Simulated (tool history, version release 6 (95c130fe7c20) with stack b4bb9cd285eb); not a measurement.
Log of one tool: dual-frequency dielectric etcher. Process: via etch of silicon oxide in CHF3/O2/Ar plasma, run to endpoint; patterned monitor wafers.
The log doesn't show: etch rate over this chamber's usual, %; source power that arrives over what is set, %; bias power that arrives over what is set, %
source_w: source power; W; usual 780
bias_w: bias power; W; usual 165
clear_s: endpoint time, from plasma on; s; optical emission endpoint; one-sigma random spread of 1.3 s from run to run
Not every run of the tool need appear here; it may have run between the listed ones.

run,hour,source_w,bias_w,wafers since the last listed run,hours since the last wet clean,hours since the last source power generator calibration,hours since the last bias power generator calibration,hours since the last upper electrode change,"incoming incoming film thickness, nm",clear_s
1,0.0,780,165,0,91.2,3501.6,3799.9,709.7,660.1,298.1
2,72.5,780,165,242,163.7,3574.1,3872.4,782.2,659.9,299.1
3,178.7,780,165,355,269.9,3680.3,3978.6,888.4,653.3,296.7
4,284.6,780,165,354,375.8,3786.2,4084.5,994.3,647.9,294.4
5,509.4,780,165,751,600.6,4011.0,4309.3,1219.1,653.7,295.8
6,654.9,780,165,486,746.1,4156.5,4454.8,1364.6,648.4,295.5
7,724.1,780,165,231,815.3,4225.7,4524.0,1433.8,653.0,295.5
# hour 753.5: wet clean of the chamber
8,769.1,780,165,70,15.6,4270.7,4569.0,1478.8,655.3,295.7
9,857.6,780,165,296,104.1,4359.2,4657.5,1567.3,651.6,294.1
10,907.5,780,181,166,154.0,4409.1,4707.4,1617.2,656.5,291.5
11,1044.1,780,181,456,290.6,4545.7,4844.0,1753.8,649.4,286.0
# hour 1146.9: bias power generator calibrated
12,1147.4,780,177,332,393.9,4649.0,0.5,1857.1,655.1,291.6
13,1212.9,930,183,219,459.4,4714.5,66.0,1922.6,651.2,270.5
# hour 1232.1: source power generator calibrated
14,1468.5,910,199,841,715.0,236.4,321.6,2178.2,658.2,277.5
# hour 1515.6: wet clean of the chamber
15,1540.3,940,141,159,24.7,308.2,393.4,2250.0,653.4,298.0
16,1607.0,780,165,223,91.4,374.9,460.1,2316.7,660.8,312.4
17,1662.5,950,190,185,146.9,430.4,515.6,2372.2,653.2,275.7
18,1710.9,780,187,161,195.3,478.8,564.0,2420.6,655.7,298.6
# hour 1779.5: upper electrode replaced
19,1811.1,910,182,254,295.5,579.0,664.2,31.6,648.5,281.2
20,1916.7,880,193,353,401.1,684.6,769.8,137.2,649.6,281.2
# hour 2185.0: source power generator calibrated, repeated, since the last time left the tool worse
21,2185.5,780,165,885,669.9,0.5,1038.6,406.0,660.8,305.2
# hour 2277.3: wet clean of the chamber
22,2277.8,850,202,228,0.5,92.8,1130.9,498.3,646.0,273.9
23,2361.6,980,165,280,84.3,176.6,1214.7,582.1,649.3,273.0
24,2419.2,670,148,192,141.9,234.2,1272.3,639.7,652.6,324.7
25,2569.6,680,190,503,292.3,384.6,1422.7,790.1,652.6,304.8
26,2672.9,980,182,345,395.6,487.9,1526.0,893.4,652.4,268.1
27,2780.6,690,206,360,503.3,595.6,1633.7,1001.1,654.6,294.5
28,2818.7,780,165,127,541.4,633.7,1671.8,1039.2,655.7,300.6
29,2861.1,950,165,141,583.8,676.1,1714.2,1081.6,654.3,278.1
30,2908.8,780,165,159,631.5,723.8,1761.9,1129.3,653.3,298.8
31,3010.8,940,142,341,733.5,825.8,1863.9,1231.3,655.5,288.1
32,3108.8,780,165,327,831.5,923.8,1961.9,1329.3,650.3,295.9
# hour 3194.7: wet clean of the chamber
33,3215.3,710,165,275,20.6,1030.3,2068.4,1435.8,661.7,312.9
34,3314.4,860,139,331,119.7,1129.4,2167.5,1534.9,655.1,301.2

Alternative continuations, all from the tool just after run 34; predict every row:
A,3314.9,780,165,1,120.2,1129.9,2168.0,1535.4,649.5,?
B,3314.9,890,176,1,120.2,1129.9,2168.0,1535.4,649.5,?
C,3314.9,780,138,1,120.2,1129.9,2168.0,1535.4,649.5,?
D,3314.9,780,176,1,120.2,1129.9,2168.0,1535.4,649.5,?
E,3314.9,880,125,1,120.2,1129.9,2168.0,1535.4,649.5,?

run,clear_s
A,298.2
B,279.7
C,310.3
D,293.7
E,302.6
Without the tool's unlogged condition, the same runs would have read:
run,clear_s
A,298.6
B,280.0
C,310.7
D,294.1
E,303.0
